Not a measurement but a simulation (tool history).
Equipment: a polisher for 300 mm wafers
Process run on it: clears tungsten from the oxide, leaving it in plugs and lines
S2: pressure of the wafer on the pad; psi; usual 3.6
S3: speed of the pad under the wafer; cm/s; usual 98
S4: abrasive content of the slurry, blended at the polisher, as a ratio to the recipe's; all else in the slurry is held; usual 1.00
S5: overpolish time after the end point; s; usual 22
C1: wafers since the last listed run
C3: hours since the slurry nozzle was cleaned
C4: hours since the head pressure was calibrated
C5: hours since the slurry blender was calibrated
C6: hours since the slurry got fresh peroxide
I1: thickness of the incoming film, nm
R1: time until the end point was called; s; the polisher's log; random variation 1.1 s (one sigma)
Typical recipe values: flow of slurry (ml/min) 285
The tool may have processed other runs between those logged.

Run 1, hour 0.0: usual settings but S2 4.1 psi; C1 0; wafers polished on this pad 1250; C3 355.8; C4 984.6; C5 663.9; C6 425.2; I1 353.3. Result: R1 73.3 s.
Run 2, hour 62.3: usual settings; C1 657; wafers polished on this pad 1908; C3 418.1; C4 1046.9; C5 726.2; C6 487.5; I1 360.5. Result: R1 82.5 s.
At hour 103.0: slurry blender recalibrated, repeated, since the last time left the tool worse.
At hour 127.9: head pressure recalibrated.
Run 3, hour 161.3: usual settings; C1 1002; wafers polished on this pad 2910; C3 517.1; C4 33.4; C5 58.3; C6 586.5; I1 353.3. Result: R1 72.6 s.
At hour 178.7: slurry tank refilled with fresh slurry and peroxide.
Run 4, hour 217.3: usual settings; C1 580; wafers polished on this pad 3490; C3 573.1; C4 89.4; C5 114.3; C6 38.6; I1 356.3. Result: R1 74.1 s.
At hour 254.5: slurry nozzle cleaned.
Run 5, hour 254.8: usual settings but S5 25 s; C1 385; wafers polished on this pad 3875; C3 0.3; C4 126.9; C5 151.8; C6 76.1; I1 352.4. Result: R1 74.5 s.
Run 6, hour 345.9: usual settings but S3 78 cm/s; C1 961; wafers polished on this pad 4836; C3 91.4; C4 218.0; C5 242.9; C6 167.2; I1 357.2. Result: R1 95.0 s.
Run 7, hour 427.9: usual settings but S5 14 s; C1 865; wafers polished on this pad 5702; C3 173.4; C4 300.0; C5 324.9; C6 249.2; I1 352.6. Result: R1 74.9 s.
Run 8, hour 476.8: usual settings but flow of slurry (ml/min) 190, S2 4.4 psi; C1 515; wafers polished on this pad 6217; C3 222.3; C4 348.9; C5 373.8; C6 298.1; I1 350.0. Result: R1 65.6 s.
Run 9, hour 519.2: usual settings but flow of slurry (ml/min) 345, S2 3.1 psi, S3 126 cm/s, S5 15 s; C1 447; wafers polished on this pad 6665; C3 264.7; C4 391.3; C5 416.2; C6 340.5; I1 348.7. Result: R1 65.8 s.
At hour 542.7: worn pad replaced by a new one.
Run 10, hour 607.0: usual settings but flow of slurry (ml/min) 365; C1 884; wafers polished on this pad 678; C3 352.5; C4 479.1; C5 504.0; C6 428.3; I1 354.7. Result: R1 73.4 s.
Run 11, hour 645.8: usual settings; C1 409; wafers polished on this pad 1087; C3 391.3; C4 517.9; C5 542.8; C6 467.1; I1 354.2. Result: R1 76.3 s.
Run 12, hour 734.2: usual settings but S2 4.2 psi, S4 1.10, S5 31 s; C1 932; wafers polished on this pad 2020; C3 479.7; C4 606.3; C5 631.2; C6 555.5; I1 356.1. Result: R1 64.4 s.
At hour 782.3: slurry tank refilled with fresh slurry and peroxide.
Run 13, hour 824.6: usual settings but flow of slurry (ml/min) 360, S2 4.8 psi, S5 13 s; C1 943; wafers polished on this pad 2963; C3 570.1; C4 696.7; C5 721.6; C6 42.3; I1 352.2. Result: R1 58.3 s.
At hour 843.8: slurry blender recalibrated.
Run 14, hour 886.1: usual settings but S2 2.8 psi; C1 627; wafers polished on this pad 3591; C3 631.6; C4 758.2; C5 42.3; C6 103.8; I1 355.3. Result: R1 97.3 s.
Run 15, hour 983.5: usual settings but S3 110 cm/s, S4 0.75, S5 26 s; C1 1027; wafers polished on this pad 4618; C3 729.0; C4 855.6; C5 139.7; C6 201.2; I1 351.8. Result: R1 68.6 s.
At hour 992.0: slurry nozzle cleaned.
At hour 1177.3: head pressure recalibrated.
Run 16, hour 1197.7: usual settings but S2 3.1 psi, S3 132 cm/s, S4 0.75, S5 12 s; C1 2228; wafers polished on this pad 6847; C3 205.7; C4 20.4; C5 353.9; C6 415.4; I1 353.3. Result: R1 70.3 s.
Run 17, hour 1235.0: usual settings but S3 122 cm/s; C1 393; wafers polished on this pad 7240; C3 243.0; C4 57.7; C5 391.2; C6 452.7; I1 357.3. Result: R1 62.5 s.
At hour 1301.2: worn pad replaced by a new one.
Run 18, hour 1305.4: usual settings but flow of slurry (ml/min) 365; C1 700; wafers polished on this pad 43; C3 313.4; C4 128.1; C5 461.6; C6 523.1; I1 351.2. Result: R1 72.8 s.
Run 19, hour 1399.3: usual settings but S2 4.2 psi, S3 68 cm/s, S4 1.30, S5 26 s; C1 990; wafers polished on this pad 1034; C3 407.3; C4 222.0; C5 555.5; C6 617.0; I1 353.5. Result: R1 87.8 s.
At hour 1428.9: slurry tank refilled with fresh slurry and peroxide.
Run 20, hour 1479.1: usual settings but flow of slurry (ml/min) 380, S2 3.1 psi, S3 106 cm/s, S5 33 s; C1 831; wafers polished on this pad 1866; C3 487.1; C4 301.8; C5 635.3; C6 50.2; I1 356.1. Result: R1 81.3 s.
At hour 1524.1: slurry blender recalibrated.
Run 21, hour 1524.6: usual settings but S2 4.3 psi; C1 458; wafers polished on this pad 2325; C3 532.6; C4 347.3; C5 0.5; C6 95.7; I1 357.3. Result: R1 62.2 s.
At hour 1570.9: slurry nozzle cleaned.
Run 22, hour 1585.8: usual settings but flow of slurry (ml/min) 385; C1 635; wafers polished on this pad 2960; C3 14.9; C4 408.5; C5 61.7; C6 156.9; I1 353.1. Result: R1 72.0 s.
Run 23, hour 1659.6: usual settings but S4 1.25, S5 10 s; C1 778; wafers polished on this pad 3738; C3 88.7; C4 482.3; C5 135.5; C6 230.7; I1 357.1. Result: R1 72.7 s.
Run 24, hour 1706.9: usual settings but flow of slurry (ml/min) 255, S5 28 s; C1 499; wafers polished on this pad 4237; C3 136.0; C4 529.6; C5 182.8; C6 278.0; I1 359.5. Result: R1 74.8 s.
Run 25, hour 1745.8: usual settings; C1 410; wafers polished on this pad 4648; C3 174.9; C4 568.5; C5 221.7; C6 316.9; I1 358.8. Result: R1 76.9 s.
Run 26, hour 1803.6: usual settings; C1 609; wafers polished on this pad 5258; C3 232.7; C4 626.3; C5 279.5; C6 374.7; I1 351.0. Result: R1 74.1 s.

Give the tool's hidden conditions for every run:
removal rate lost through wear of the pad, %: 0 in every run
slurry flow missing at the pad, %: 0 in every run
deviation of the head's pressure from its setpoint, %: 0 in every run
peroxide lost from the slurry, %: 0 in every run
H1: abrasive missing from the slurry, %
run     H1
  1   42.9
  2   44.5
  3    1.7
  4   3.11
  5   4.05
  6   6.34
  7    8.4
  8   9.63
  9   10.7
 10   12.9
 11   13.9
 12   16.1
 13   18.4
 14    2.7
 15   5.15
 16   10.5
 17   11.5
 18   13.2
 19   15.6
 20   17.6
 21  0.888
 22   2.43
 23   4.28
 24   5.47
 25   6.45
 26    7.9
